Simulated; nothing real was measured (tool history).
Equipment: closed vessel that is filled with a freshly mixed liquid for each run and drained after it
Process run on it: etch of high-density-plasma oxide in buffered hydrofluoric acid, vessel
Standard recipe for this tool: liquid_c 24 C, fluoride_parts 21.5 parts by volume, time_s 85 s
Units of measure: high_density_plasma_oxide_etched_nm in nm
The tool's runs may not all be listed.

run     day  liquid_c  fluoride_parts  time_s  read-back film thickness of the high-density-plasma oxide reference wafer, read on the same gauge (nm)  high_density_plasma_oxide_etched_nm
  1       0        24            21.5      85                                                                                                  110.01                                43.97
  2   0.508        24            21.5      85                                                                                                  109.98                                44.02
  3   1.092        24            21.5      85                                                                                                  109.98                                43.84
  4   1.812        24            21.5      85                                                                                                  110.01                                43.44
  5   2.458        26            21.5      85                                                                                                  110.03                                48.51
      4.096  -- hydrofluoric acid flow meter replaced
  6   4.262        26            21.5      85                                                                                                  110.01                                48.43
  7   4.679      27.5            21.5      85                                                                                                  109.97                                52.38
  8   5.312      27.5            21.5      85                                                                                                  109.99                                52.31
  9   5.562        24            21.5      85                                                                                                  109.99                                43.24
 10   6.067        24              26      85                                                                                                  109.97                                37.62
 11   6.733        24            21.5      85                                                                                                     110                                42.69
 12   7.117        26            21.5     105                                                                                                  109.98                                58.93
 13   7.579        21            23.5     125                                                                                                  110.02                                50.22
      7.954  -- thermometer replaced
      8.138  -- gauge calibrated
 14   8.229        24            21.5      85                                                                                                     110                                50.22
 15   8.608        20            21.5      55                                                                                                  109.99                                25.74
 16   9.638        24            21.5      85                                                                                                     110                                49.73
 17  10.179        27            25.5      85                                                                                                  109.98                                51.61
 18  10.542        24              28      85                                                                                                  110.02                                41.32
 19  11.233        24            21.5      55                                                                                                  110.02                                31.83

Exercise: give the hidden state of the tool at every run:
hydrofluoric acid flow above the setpoint (%): 0 in every run
gauge reads high (%): 0 in every run
H1: liquid colder than its thermometer reads (K)
run      H1
  1    2.34
  2    2.38
  3    2.43
  4    2.48
  5    2.53
  6    2.66
  7    2.69
  8    2.74
  9    2.76
 10     2.8
 11    2.85
 12    2.88
 13    2.91
 14  0.0438
 15  0.0721
 16   0.149
 17   0.189
 18   0.216
 19   0.268

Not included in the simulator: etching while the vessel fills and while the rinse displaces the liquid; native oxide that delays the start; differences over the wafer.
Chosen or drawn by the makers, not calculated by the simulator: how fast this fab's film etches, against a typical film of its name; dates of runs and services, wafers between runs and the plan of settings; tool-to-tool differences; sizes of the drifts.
